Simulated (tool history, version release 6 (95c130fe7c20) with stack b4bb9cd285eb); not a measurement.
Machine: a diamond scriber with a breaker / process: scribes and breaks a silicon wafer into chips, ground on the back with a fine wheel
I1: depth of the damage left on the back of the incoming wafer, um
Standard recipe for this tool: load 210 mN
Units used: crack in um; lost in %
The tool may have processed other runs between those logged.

run 1 hour=0 | load=231 | I1=1.66 | crack=16.03 lost=1.85
run 2 hour=22.1 | load=210 | I1=2.73 | crack=15.33 lost=2
run 3 hour=52.1 | load=210 | I1=2.61 | crack=15.23 lost=1.77
run 4 hour=86.7 | load=210 | I1=2.51 | crack=14.66 lost=1.82
run 5 hour=113.1 | load=210 | I1=1.81 | crack=15.12 lost=1.66
-- hour=122.1 diamond tip replaced by a new one
run 6 hour=136.6 | load=210 | I1=1.96 | crack=15.05 lost=1.59
run 7 hour=151.5 | load=178 | I1=2.7 | crack=13.57 lost=3.24
run 8 hour=177.9 | load=178 | I1=2.72 | crack=13.72 lost=3.08
run 9 hour=192 | load=210 | I1=2.84 | crack=15.22 lost=1.99
run 10 hour=224.8 | load=210 | I1=2.21 | crack=14.8 lost=1.55
run 11 hour=248.9 | load=210 | I1=1.63 | crack=14.77 lost=1.37
run 12 hour=265.7 | load=210 | I1=1.93 | crack=15.12 lost=1.53
run 13 hour=280.9 | load=210 | I1=2.72 | crack=14.6 lost=1.95
run 14 hour=303.3 | load=170 | I1=2.48 | crack=13.5 lost=4.03
run 15 hour=318.4 | load=170 | I1=2 | crack=13.4 lost=3.56
run 16 hour=346.6 | load=170 | I1=1.8 | crack=13.45 lost=3.24
run 17 hour=423.3 | load=210 | I1=1.88 | crack=15.42 lost=1.48
run 18 hour=456.5 | load=210 | I1=1.92 | crack=14.81 lost=1.53
-- hour=468.9 load on the tip recalibrated
run 19 hour=555.7 | load=194 | I1=2.76 | crack=14.46 lost=2.14
run 20 hour=589.6 | load=260 | I1=2.16 | crack=17.01 lost=3.24
-- hour=608.7 diamond tip replaced by a new one
run 21 hour=620.6 | load=210 | I1=2.37 | crack=15.26 lost=1.67
run 22 hour=632.6 | load=162 | I1=1.73 | crack=12.81 lost=3.94
run 23 hour=662.2 | load=149 | I1=2.26 | crack=12.14 lost=5.95
run 24 hour=691.5 | load=156 | I1=2.69 | crack=12.71 lost=5.46
run 25 hour=716.9 | load=270 | I1=1.93 | crack=17.91 lost=4.34
run 26 hour=742.9 | load=268 | I1=2.57 | crack=17.08 lost=4.13
run 27 hour=770.4 | load=190 | I1=2.19 | crack=14.52 lost=1.95
run 28 hour=800.9 | load=154 | I1=2.4 | crack=12.96 lost=5.29
run 29 hour=833.8 | load=180 | I1=1.88 | crack=13.65 lost=2.24
run 30 hour=858.5 | load=181 | I1=1.78 | crack=13.61 lost=2.32
run 31 hour=889.2 | load=241 | I1=2.58 | crack=16.59 lost=2.52
run 32 hour=906 | load=258 | I1=2.53 | crack=16.73 lost=3.53
run 33 hour=927.4 | load=210 | I1=2.61 | crack=15.51 lost=1.79
run 34 hour=950.4 | load=271 | I1=2.54 | crack=17.54 lost=4.78
run 35 hour=980.2 | load=188 | I1=2.78 | crack=14.02 lost=2.48
run 36 hour=1032.7 | load=210 | I1=2.62 | crack=14.79 lost=1.71
run 37 hour=1055.3 | load=210 | I1=2.07 | crack=15.16 lost=1.61
-- hour=1067.5 diamond tip replaced by a new one
run 38 hour=1090.3 | load=150 | I1=2.74 | crack=12.49 lost=6.23
run 39 hour=1112.8 | load=210 | I1=2.04 | crack=15.25 lost=1.59
run 40 hour=1128.9 | load=269 | I1=2.67 | crack=17.57 lost=4.39
run 41 hour=1148.1 | load=210 | I1=1.98 | crack=15.02 lost=1.41
run 42 hour=1174.9 | load=239 | I1=1.66 | crack=16.49 lost=2.14
run 43 hour=1196.6 | load=252 | I1=2.01 | crack=16.75 lost=2.8

Consider 3 possible next runs. They are alternatives, not a sequence: every one starts from the tool as it was left by run 43. What does each give?
run A hour=1197.2 | load=210 | I1=2.15 | crack=? lost=?
run B hour=1197.2 | load=175 | I1=2.15 | crack=? lost=?
run C hour=1197.2 | load=171 | I1=2.15 | crack=? lost=?

run=A crack=15 lost=1.61
run=B crack=13.49 lost=2.98
run=C crack=13.31 lost=3.33
With no hidden state in the tool, these same runs would have given:
run=A crack=15 lost=1.61
run=B crack=13.49 lost=2.98
run=C crack=13.31 lost=3.33
